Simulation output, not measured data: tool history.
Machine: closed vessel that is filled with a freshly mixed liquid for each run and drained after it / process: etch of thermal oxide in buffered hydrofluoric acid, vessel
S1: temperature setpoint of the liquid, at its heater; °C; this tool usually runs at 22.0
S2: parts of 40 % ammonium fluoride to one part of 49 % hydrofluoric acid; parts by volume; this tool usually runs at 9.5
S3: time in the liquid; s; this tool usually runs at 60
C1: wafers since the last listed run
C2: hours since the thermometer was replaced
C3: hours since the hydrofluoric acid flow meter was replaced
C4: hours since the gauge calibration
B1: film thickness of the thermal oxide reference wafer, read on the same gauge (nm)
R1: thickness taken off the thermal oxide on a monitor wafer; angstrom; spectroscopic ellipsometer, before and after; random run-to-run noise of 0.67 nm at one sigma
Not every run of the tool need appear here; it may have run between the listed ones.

run,hour,S1,S2,S3,C1,C2,C3,C4,B1,R1
1,0.0,22.0,9.5,60,0,728.2,792.6,1079.2,79.98,756.5
2,70.2,22.0,9.5,60,7198,798.4,862.8,1149.4,80.01,766.4
3,136.2,22.0,9.5,60,6767,864.4,928.8,1215.4,80.02,765.9
4,200.8,22.0,9.5,60,6624,929.0,993.4,1280.0,80.00,760.6
# hour 220.5: thermometer replaced
5,240.5,22.0,9.5,60,3968,20.0,1033.1,1319.7,80.00,697.6
6,284.5,22.0,11.5,60,4511,64.0,1077.1,1363.7,79.99,581.5
7,314.7,22.0,11.5,60,3096,94.2,1107.3,1393.9,79.97,591.8
8,363.4,22.0,9.5,70,4993,142.9,1156.0,1442.6,80.04,816.9
9,431.7,22.0,9.5,70,7003,211.2,1224.3,1510.9,80.00,839.6
10,460.3,22.0,11.5,70,2932,239.8,1252.9,1539.5,80.01,708.1
11,489.2,22.0,11.5,70,2963,268.7,1281.8,1568.4,80.01,710.6
# hour 506.8: hydrofluoric acid flow meter replaced
# hour 569.7: gauge calibrated
12,661.5,22.0,9.5,60,17564,441.0,154.7,91.8,79.99,741.1
13,721.9,22.0,9.5,60,6193,501.4,215.1,152.2,79.98,746.8
14,780.4,22.0,9.5,60,5998,559.9,273.6,210.7,80.00,747.2
15,838.5,22.0,9.5,60,5957,618.0,331.7,268.8,80.00,743.5
16,901.9,17.0,6.0,35,6500,681.4,395.1,332.2,79.98,527.4

Predict the results of run 17:
17,972.2,24.5,9.5,85,7208,751.7,465.4,402.5,?,?

Run 17 gave B1 80.00, R1 1255.9 angstrom.
If the tool had no hidden condition, the same run with the same run-to-run variation would have returned R1 1130.4 angstrom.
